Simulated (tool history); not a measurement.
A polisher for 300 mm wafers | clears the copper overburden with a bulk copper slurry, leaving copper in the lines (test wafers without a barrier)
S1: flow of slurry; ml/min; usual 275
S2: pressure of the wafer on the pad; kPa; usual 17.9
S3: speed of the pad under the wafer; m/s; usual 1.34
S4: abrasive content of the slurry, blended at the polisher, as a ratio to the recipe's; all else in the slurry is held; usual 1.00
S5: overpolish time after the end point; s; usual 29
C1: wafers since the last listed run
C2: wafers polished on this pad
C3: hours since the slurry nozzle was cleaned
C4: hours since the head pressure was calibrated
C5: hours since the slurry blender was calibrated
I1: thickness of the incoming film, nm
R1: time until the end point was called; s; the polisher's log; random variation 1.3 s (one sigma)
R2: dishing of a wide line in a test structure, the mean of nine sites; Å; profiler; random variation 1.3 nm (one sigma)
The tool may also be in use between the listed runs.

Run 1, hour 0.0: usual settings; C1 0; C2 1300; C3 303.2; C4 593.3; C5 215.3; I1 930.9. Result: R1 85.3 s, R2 857 Å.
Run 2, hour 100.5: usual settings; C1 887; C2 2187; C3 403.7; C4 693.8; C5 315.8; I1 949.2. Result: R1 88.6 s, R2 865 Å.
At hour 115.8: slurry blender recalibrated.
At hour 122.2: worn pad replaced by a new one.
Run 3, hour 149.1: usual settings but S3 1.48 m/s; C1 375; C2 237; C3 452.3; C4 742.4; C5 33.3; I1 938.4. Result: R1 75.8 s, R2 872 Å.
At hour 203.1: slurry nozzle cleaned.
Run 4, hour 227.0: usual settings but S4 1.15; C1 678; C2 916; C3 23.9; C4 820.3; C5 111.2; I1 941.6. Result: R1 82.1 s, R2 885 Å.
Run 5, hour 325.6: usual settings but S4 1.15; C1 870; C2 1786; C3 122.5; C4 918.9; C5 209.8; I1 960.8. Result: R1 84.8 s, R2 900 Å.
At hour 389.5: worn pad replaced by a new one.
Run 6, hour 401.9: usual settings but S4 1.15; C1 638; C2 109; C3 198.8; C4 995.2; C5 286.1; I1 959.1. Result: R1 86.3 s, R2 879 Å.
At hour 416.1: slurry blender recalibrated.
Run 7, hour 467.1: usual settings but S4 0.75; C1 557; C2 667; C3 264.0; C4 1060.4; C5 51.0; I1 955.1. Result: R1 91.2 s, R2 857 Å.
Run 8, hour 516.6: usual settings but S4 0.75; C1 436; C2 1104; C3 313.5; C4 1109.9; C5 100.5; I1 968.1. Result: R1 94.6 s, R2 858 Å.
Run 9, hour 612.0: usual settings; C1 842; C2 1946; C3 408.9; C4 1205.3; C5 195.9; I1 949.7. Result: R1 88.7 s, R2 849 Å.
At hour 634.0: slurry nozzle cleaned.
Run 10, hour 713.6: usual settings but S1 300 ml/min; C1 887; C2 2834; C3 79.6; C4 1306.9; C5 297.5; I1 936.7. Result: R1 84.1 s, R2 857 Å.
At hour 718.7: head pressure recalibrated.
At hour 719.8: worn pad replaced by a new one.
At hour 772.1: slurry blender recalibrated.
Run 11, hour 789.0: usual settings but S4 0.70, S5 18 s; C1 620; C2 592; C3 155.0; C4 70.3; C5 16.9; I1 948.2. Result: R1 91.1 s, R2 723 Å.
Run 12, hour 853.2: usual settings but S3 1.74 m/s, S4 0.80; C1 566; C2 1159; C3 219.2; C4 134.5; C5 81.1; I1 960.2. Result: R1 72.4 s, R2 871 Å.
Run 13, hour 950.7: usual settings but S2 21.4 kPa, S3 1.12 m/s, S4 1.20, S5 12 s; C1 860; C2 2020; C3 316.7; C4 232.0; C5 178.6; I1 951.0. Result: R1 79.8 s, R2 652 Å.
At hour 1047.4: worn pad replaced by a new one.
Run 14, hour 1047.9: usual settings; C1 822; C2 4; C3 413.9; C4 329.2; C5 275.8; I1 944.9. Result: R1 91.2 s, R2 839 Å.
At hour 1055.1: slurry blender recalibrated.
Run 15, hour 1096.0: usual settings but S3 1.08 m/s, S5 18 s; C1 406; C2 411; C3 462.0; C4 377.3; C5 40.9; I1 933.5. Result: R1 101.5 s, R2 692 Å.
Run 16, hour 1168.7: usual settings; C1 641; C2 1052; C3 534.7; C4 450.0; C5 113.6; I1 941.6. Result: R1 95.2 s, R2 846 Å.
At hour 1169.7: slurry nozzle cleaned.
Run 17, hour 1213.9: usual settings but S1 335 ml/min; C1 390; C2 1442; C3 44.2; C4 495.2; C5 158.8; I1 956.0. Result: R1 80.8 s, R2 854 Å.
Run 18, hour 1260.8: usual settings; C1 413; C2 1856; C3 91.1; C4 542.1; C5 205.7; I1 943.2. Result: R1 86.3 s, R2 857 Å.
At hour 1332.2: worn pad replaced by a new one.
Run 19, hour 1353.7: usual settings but S1 355 ml/min; C1 784; C2 189; C3 184.0; C4 635.0; C5 298.6; I1 948.3. Result: R1 82.9 s, R2 853 Å.
At hour 1396.4: slurry blender recalibrated.
Run 20, hour 1450.7: usual settings; C1 838; C2 1028; C3 281.0; C4 732.0; C5 54.3; I1 954.0. Result: R1 85.6 s, R2 858 Å.
Run 21, hour 1551.1: usual settings but S4 1.30; C1 886; C2 1914; C3 381.4; C4 832.4; C5 154.7; I1 929.8. Result: R1 79.6 s, R2 886 Å.

Forecast each of these 4 alternatives for the next run:
Run A, hour 1551.6: usual settings; C1 4; C2 1918; C3 381.9; C4 832.9; C5 155.2; I1 944.5. Result: R1 ?, R2 ?.
Run B, hour 1551.6: usual settings but S5 42 s; C1 4; C2 1918; C3 381.9; C4 832.9; C5 155.2; I1 944.5. Result: R1 ?, R2 ?.
Run C, hour 1551.6: usual settings but S1 250 ml/min, S2 13.1 kPa, S3 1.56 m/s, S4 0.90; C1 4; C2 1918; C3 381.9; C4 832.9; C5 155.2; I1 944.5. Result: R1 ?, R2 ?.
Run D, hour 1551.6: usual settings but S3 1.14 m/s; C1 4; C2 1918; C3 381.9; C4 832.9; C5 155.2; I1 944.5. Result: R1 ?, R2 ?.

run     R1   R2
  A   87.8  866
  B   87.8  919
  C  110.7  763
  D  100.3  838
Without the tool's hidden state the same runs would have given:
run    R1   R2
  A  75.3  893
  B  75.3  930
  C  94.8  793
  D  86.0  870

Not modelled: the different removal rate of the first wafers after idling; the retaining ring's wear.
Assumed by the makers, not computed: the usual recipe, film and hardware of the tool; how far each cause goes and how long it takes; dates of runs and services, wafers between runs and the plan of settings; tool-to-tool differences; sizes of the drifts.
